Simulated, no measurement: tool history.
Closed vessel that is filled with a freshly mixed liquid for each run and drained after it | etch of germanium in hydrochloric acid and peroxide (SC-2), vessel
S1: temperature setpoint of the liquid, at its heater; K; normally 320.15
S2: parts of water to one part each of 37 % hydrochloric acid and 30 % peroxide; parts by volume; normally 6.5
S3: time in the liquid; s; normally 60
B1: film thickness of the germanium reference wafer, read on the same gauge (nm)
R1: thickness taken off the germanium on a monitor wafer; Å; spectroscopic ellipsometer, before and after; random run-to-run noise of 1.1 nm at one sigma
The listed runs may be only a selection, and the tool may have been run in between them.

run,day,S1,S2,S3,B1,R1
1,0,324.15,8.5,60,59.97,2232.1
# day 2.633: gauge calibrated
2,3.45,324.15,8.5,60,60.05,2226.9
3,7.721,324.15,8.5,60,60.03,2225.5
4,16.033,320.15,4.5,60,60,2046.7
5,20.271,320.15,6.5,60,60.02,2025.8
6,23.842,320.15,6.5,60,59.99,2038.1
# day 25.954: chemicals flow meter replaced
7,27.271,320.15,8,60,59.98,2009.4
8,31.388,320.15,4,60,59.98,2055.2
9,33.75,314.15,6.5,60,60,1672.8
# day 35.154: thermometer replaced
# day 36.012: gauge calibrated
10,36.05,328.15,6.5,85,59.98,3487.5
# day 37.283: new drum of peroxide connected
11,38.771,312.65,9.5,45,60.01,1099.7
12,42.212,324.65,6.5,35,60,1277.1
13,46.492,320.15,6.5,60,60,1897.9
14,48.433,320.15,7.5,90,60.06,2828.2
15,49.988,315.65,7.5,75,60.03,2032.2

Consider 3 possible next runs. They are alternatives, not a sequence: every one starts from the tool as it was left by run 15. What does each give?
A,50.017,320.15,6.5,60,?,?
B,50.017,320.15,6.5,30,?,?
C,50.017,320.15,6.5,35,?,?

run,B1,R1
A,59.99,1915.9
B,59.99,957.9
C,59.99,1117.6
With the hidden condition removed and each run's random variation left untouched, the same runs would have given:
run,R1
A,1897.3
B,948.6
C,1106.7
